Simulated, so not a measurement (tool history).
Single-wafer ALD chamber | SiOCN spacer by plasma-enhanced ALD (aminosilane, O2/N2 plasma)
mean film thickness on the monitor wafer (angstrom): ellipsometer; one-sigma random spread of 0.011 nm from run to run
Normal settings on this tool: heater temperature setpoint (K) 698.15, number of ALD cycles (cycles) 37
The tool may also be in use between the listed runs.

run	hour	heater temperature setpoint (K)	number of ALD cycles (cycles)	read-back reference wafer on the same gauge, thickness_nm	mean film thickness on the monitor wafer (angstrom)
1	0	698.15	37	2.169	18.83
2	65.6	698.15	37	2.169	18.56
3	93.4	698.15	37	2.164	18.69
4	133.8	705.15	37	2.164	18.04
5	162.5	698.15	39	2.16	19.53
6	202.3	698.15	39	2.158	19.45
7	229.1	698.15	39	2.168	19.46
8	265.4	698.15	37	2.161	18.49
9	320.8	698.15	37	2.157	18.6
10	371.1	698.15	37	2.162	18.51
11	578.4	688.15	37	2.156	18.99
12	602.9	698.15	37	2.155	18.46
13	672.5	698.15	37	2.153	18.33
# hour 696.2: gauge calibrated
14	735.8	698.15	37	2.215	18.84
15	829.4	698.15	37	2.203	18.99
16	899.8	694.15	41	2.202	21.18
17	944.5	693.15	43	2.194	22.03
18	987.7	698.15	35	2.189	17.82

Estimate the outcome of run 19 from the log above:
19	1015.2	694.15	44	?	?

read-back reference wafer on the same gauge, thickness_nm: 2.183
mean film thickness on the monitor wafer (angstrom): 22.37
The same run, on a tool lacking any hidden state, would have yielded mean film thickness on the monitor wafer (angstrom) 22.81.
